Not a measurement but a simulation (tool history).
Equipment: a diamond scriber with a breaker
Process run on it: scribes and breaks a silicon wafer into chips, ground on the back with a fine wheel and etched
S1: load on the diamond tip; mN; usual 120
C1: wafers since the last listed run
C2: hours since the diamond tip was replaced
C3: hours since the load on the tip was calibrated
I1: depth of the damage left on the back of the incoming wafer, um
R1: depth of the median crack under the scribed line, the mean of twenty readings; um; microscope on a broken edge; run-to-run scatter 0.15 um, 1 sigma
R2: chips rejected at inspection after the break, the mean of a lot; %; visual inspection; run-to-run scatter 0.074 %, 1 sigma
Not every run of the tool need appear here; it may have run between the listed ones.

run    hour   S1   C1     C2      C3    I1     R1    R2
  1       0  139    0  145.8  1261.5  0.31  11.37  1.75
       31.1  -- load on the tip recalibrated
  2    40.4  139   73  186.2     9.3  0.71  12.86  3.22
  3    91.4  139   97  237.2    60.3  0.76  12.95  3.16
  4   249.8  120  301  395.6   218.7   0.4  10.97  1.67
  5   307.8  120  110  453.6   276.7  0.65  11.08   1.9
      340.8  -- diamond tip replaced by a new one
  6   356.4  120   88   15.6   325.3  0.41  10.96  1.81
  7   401.5  120   85   60.7   370.4  0.33  10.56  1.97
  8   459.7  120  110  118.9   428.6  0.32  10.53  1.92
  9   489.5  120   56  148.7   458.4  0.67  10.56  1.83
 10   560.7  147  135  219.9   529.6  0.75  12.75  3.57
 11   589.6  131   55  248.8   558.5   0.4  11.38  1.87
 12   630.1  131   77  289.3     599  0.46  11.32  1.95
 13   695.2  131  123  354.4   664.1  0.45  11.31  1.81
      783.3  -- diamond tip replaced by a new one, of another model than before
 14   786.1  120  169    2.8     755  0.56  10.59   1.9
 15   850.5  130  122   67.2   819.4  0.72  11.21  1.68
 16     903  120   99  119.7   871.9  0.56   10.6  1.85
 17     957  120  102  173.7   925.9  0.72  10.64  2.08
 18   988.5  120   59  205.2   957.4  0.39  10.68  2.14
 19  1035.4  120   89  252.1  1004.3  0.79  10.52  2.07
 20  1079.9  120   84  296.6  1048.8  0.41  10.72  2.08
 21  1132.4  144   99  349.1  1101.3  0.53  11.28  1.94
 22  1188.8  120  107  405.5  1157.7  0.65  10.32  2.12
 23  1250.4  149  117  467.1  1219.3  0.74  11.36  2.01
 24  1278.3   85   53    495  1247.2  0.57   9.05  5.93
       1301  -- diamond tip replaced by a new one
 25  1389.1  120  207   88.1    1358  0.31  10.54  2.24
 26  1446.3  149  108  145.3  1415.2  0.64  11.71  1.82
 27  1478.9  120   62  177.9  1447.8  0.72  10.24  2.43
 28  1518.2  105   74  217.2  1487.1  0.33   9.68  3.56
 29  1584.2  120  125  283.2  1553.1  0.73  10.23  2.45
 30  1642.8   97  111  341.8  1611.7  0.61   9.31  4.93
       1656  -- load on the tip recalibrated
       1698  -- diamond tip replaced by a new one
 31  1701.6   94  104    3.6    45.6  0.77   9.88  2.89
 32  1753.4  140   98   55.4    97.4  0.73  11.87  2.52
 33  1845.1  106  174  147.1   189.1  0.73  10.32  2.16
 34    1898  135  100    200     242  0.67  11.83  2.37
 35  1945.6   91   90  247.6   289.6  0.52   9.79  3.36
 36  2009.6  120  121  311.6   353.6  0.34  10.99  1.83
 37  2080.9   93  135  382.9   424.9  0.46   9.88  3.26
 38  2133.1  136   99  435.1   477.1  0.55  11.62  2.04
     2142.7  -- diamond tip replaced by a new one
 39  2172.2  120   70   29.5   516.2  0.55  11.15  1.68
 40  2219.1  100   89   76.4   563.1  0.69   10.2     3
 41    2264   99   85  121.3     608  0.47  10.05  2.82
 42  2317.5  135  101  174.8   661.5  0.34  11.55  1.94

List, for all runs, the conditions of the tool that the log does not record:
share of the diamond tip's cutting effectiveness lost through wear, %: 0 at every run
H1: deviation of the load on the tip from its setpoint, %
run      H1
  1   -13.5
  2   0.119
  3  -0.404
  4   -2.03
  5   -2.63
  6   -3.12
  7   -3.59
  8   -4.18
  9   -4.49
 10   -5.22
 11   -5.52
 12   -5.93
 13    -6.6
 14   -7.53
 15   -8.19
 16   -8.73
 17   -9.29
 18   -9.61
 19   -10.1
 20   -10.5
 21   -11.1
 22   -11.7
 23   -12.3
 24   -12.6
 25   -13.7
 26   -14.3
 27   -14.6
 28     -15
 29   -15.7
 30   -16.3
 31     2.6
 32    2.06
 33    1.12
 34    0.58
 35  0.0913
 36  -0.565
 37    -1.3
 38   -1.83
 39   -2.23
 40   -2.72
 41   -3.18
 42   -3.73
